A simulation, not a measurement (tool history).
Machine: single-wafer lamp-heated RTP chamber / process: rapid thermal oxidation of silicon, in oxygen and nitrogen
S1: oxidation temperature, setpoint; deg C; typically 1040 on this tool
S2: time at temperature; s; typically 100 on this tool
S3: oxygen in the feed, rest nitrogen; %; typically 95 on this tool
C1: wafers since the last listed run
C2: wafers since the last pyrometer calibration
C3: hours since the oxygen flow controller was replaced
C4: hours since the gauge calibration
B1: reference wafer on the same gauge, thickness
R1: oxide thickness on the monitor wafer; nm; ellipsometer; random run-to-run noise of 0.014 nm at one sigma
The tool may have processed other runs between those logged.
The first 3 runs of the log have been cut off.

Run 4, hour 37.8: usual settings; C1 117; C2 3645; C3 1702.3; C4 454.5; B1 9.501. Result: R1 9.662 nm.
Run 5, hour 52: usual settings; C1 102; C2 3747; C3 1716.5; C4 468.7; B1 9.504. Result: R1 9.66 nm.
Run 6, hour 66.2: usual settings; C1 102; C2 3850; C3 1730.7; C4 482.9; B1 9.507. Result: R1 9.67 nm.
Run 7, hour 80.1: usual settings; C1 100; C2 3950; C3 1744.6; C4 496.8; B1 9.501. Result: R1 9.651 nm.
Run 8, hour 90.6: usual settings; C1 75; C2 4025; C3 1755.1; C4 507.3; B1 9.501. Result: R1 9.677 nm.
Run 9, hour 97.7: usual settings; C1 51; C2 4077; C3 1762.2; C4 514.4; B1 9.504. Result: R1 9.686 nm.
Run 10, hour 112.4: usual settings but S3 98 %; C1 105; C2 4182; C3 1776.9; C4 529.1; B1 9.5. Result: R1 9.808 nm.
Run 11, hour 122.6: usual settings but S1 1061 deg C; C1 73; C2 4256; C3 1787.1; C4 539.3; B1 9.498. Result: R1 11.204 nm.
Run 12, hour 153.6: usual settings but S2 78 s; C1 223; C2 4479; C3 1818.1; C4 570.3; B1 9.504. Result: R1 8.694 nm.
Run 13, hour 166.9: usual settings but S2 78 s; C1 95; C2 4575; C3 1831.4; C4 583.6; B1 9.504. Result: R1 8.67 nm.
Run 14, hour 181.7: usual settings but S2 78 s; C1 106; C2 4682; C3 1846.2; C4 598.4; B1 9.504. Result: R1 8.673 nm.
Run 15, hour 198.5: usual settings; C1 121; C2 4803; C3 1863; C4 615.2; B1 9.491. Result: R1 9.729 nm.
At hour 205.5: gauge calibrated.
Run 16, hour 208.6: usual settings; C1 72; C2 4876; C3 1873.1; C4 3.1; B1 9.505. Result: R1 9.753 nm.
At hour 218.1: oxygen flow controller replaced.
Run 17, hour 220.1: usual settings; C1 25; C2 4901; C3 2; C4 14.6; B1 9.505. Result: R1 9.749 nm.
At hour 232.4: pyrometer window cleaned and pyrometer calibrated.
Run 18, hour 235.9: usual settings but S1 1025 deg C, S3 83 %; C1 56; C2 25; C3 17.8; C4 30.4; B1 9.501. Result: R1 8.186 nm.
Run 19, hour 246.4: usual settings; C1 75; C2 100; C3 28.3; C4 40.9; B1 9.507. Result: R1 9.566 nm.

What does the tool deliver on the next run?
Run 20, hour 260.7: usual settings but S1 1061 deg C; C1 103; C2 203; C3 42.6; C4 55.2; B1 ?. Result: R1 ?.

B1: 9.5
R1: 11.058 nm
Take away the tool's hidden state, keep the run-to-run variation as it was, and the same run would have given R1 11.038 nm.
